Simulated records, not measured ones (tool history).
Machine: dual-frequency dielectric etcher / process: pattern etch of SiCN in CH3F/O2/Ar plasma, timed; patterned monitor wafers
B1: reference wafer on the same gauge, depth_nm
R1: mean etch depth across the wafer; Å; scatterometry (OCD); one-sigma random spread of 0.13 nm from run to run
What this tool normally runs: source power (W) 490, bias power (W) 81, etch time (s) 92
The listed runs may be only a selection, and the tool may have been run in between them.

run 1 day=0 | source_power_(W)=490 bias_power_(W)=76 etch_time_(s)=114 | B1=46.03 | R1=500.9
run 2 day=3.162 | source_power_(W)=490 bias_power_(W)=76 etch_time_(s)=114 | B1=46.01 | R1=498.4
run 3 day=5.496 | source_power_(W)=490 bias_power_(W)=76 etch_time_(s)=114 | B1=46 | R1=498.6
-- day=8.771 wet clean of the chamber
run 4 day=9.983 | source_power_(W)=490 bias_power_(W)=81 etch_time_(s)=92 | B1=46.02 | R1=419.9
run 5 day=11.992 | source_power_(W)=490 bias_power_(W)=81 etch_time_(s)=92 | B1=46.02 | R1=419.3
run 6 day=15.562 | source_power_(W)=490 bias_power_(W)=81 etch_time_(s)=92 | B1=45.97 | R1=416.3
run 7 day=17.554 | source_power_(W)=490 bias_power_(W)=81 etch_time_(s)=97.5 | B1=46.04 | R1=440.2
run 8 day=20.267 | source_power_(W)=490 bias_power_(W)=81 etch_time_(s)=92 | B1=46.01 | R1=413.7
-- day=24.371 wet clean of the chamber
run 9 day=26.808 | source_power_(W)=490 bias_power_(W)=81 etch_time_(s)=92 | B1=46 | R1=402.2
-- day=27.267 bias power generator calibrated
run 10 day=28.892 | source_power_(W)=490 bias_power_(W)=81 etch_time_(s)=92 | B1=45.96 | R1=402.8
-- day=36.554 gauge calibrated
-- day=40.462 source power generator calibrated
-- day=40.521 wet clean of the chamber, repeated, since the last time left the tool worse
run 11 day=41.238 | source_power_(W)=490 bias_power_(W)=97 etch_time_(s)=92 | B1=45.92 | R1=451.5
run 12 day=43.838 | source_power_(W)=410 bias_power_(W)=87 etch_time_(s)=102 | B1=46.01 | R1=440.3
run 13 day=47.15 | source_power_(W)=490 bias_power_(W)=81 etch_time_(s)=92 | B1=45.96 | R1=417.2
run 14 day=48.967 | source_power_(W)=490 bias_power_(W)=81 etch_time_(s)=92 | B1=46 | R1=412.9
run 15 day=51.7 | source_power_(W)=580 bias_power_(W)=81 etch_time_(s)=92 | B1=45.97 | R1=443.5
-- day=54.304 upper electrode replaced
run 16 day=54.475 | source_power_(W)=380 bias_power_(W)=81 etch_time_(s)=81.5 | B1=46.03 | R1=326.8
-- day=56.638 wet clean of the chamber
run 17 day=56.838 | source_power_(W)=490 bias_power_(W)=81 etch_time_(s)=80 | B1=45.95 | R1=366.1
run 18 day=59.542 | source_power_(W)=490 bias_power_(W)=100 etch_time_(s)=110.5 | B1=46.06 | R1=540.6
run 19 day=63.742 | source_power_(W)=390 bias_power_(W)=88 etch_time_(s)=92 | B1=46.03 | R1=391.5
run 20 day=67.017 | source_power_(W)=490 bias_power_(W)=81 etch_time_(s)=92 | B1=46.06 | R1=414.2
run 21 day=71.179 | source_power_(W)=380 bias_power_(W)=81 etch_time_(s)=81.5 | B1=45.98 | R1=327.2
-- day=73.167 wet clean of the chamber
run 22 day=75.146 | source_power_(W)=370 bias_power_(W)=63 etch_time_(s)=92 | B1=45.99 | R1=337.1

Below are 5 alternative next runs, each starting from the tool's condition after run 22. Predict each:
run A day=75.162 | source_power_(W)=490 bias_power_(W)=81 etch_time_(s)=92 | B1=? | R1=?
run B day=75.162 | source_power_(W)=460 bias_power_(W)=71 etch_time_(s)=71.5 | B1=? | R1=?
run C day=75.162 | source_power_(W)=490 bias_power_(W)=90 etch_time_(s)=84.5 | B1=? | R1=?
run D day=75.162 | source_power_(W)=490 bias_power_(W)=73 etch_time_(s)=66.5 | B1=? | R1=?
run E day=75.162 | source_power_(W)=600 bias_power_(W)=81 etch_time_(s)=92 | B1=? | R1=?

run=A B1=45.98 R1=420.2
run=B B1=45.98 R1=302.8
run=C B1=45.98 R1=401.4
run=D B1=45.98 R1=292.4
run=E B1=45.98 R1=458.4
Stripped of hidden state, with their random variation kept, the same runs would have yielded:
run=A R1=420.7
run=B R1=303.1
run=C R1=401.8
run=D R1=292.8
run=E R1=458.9
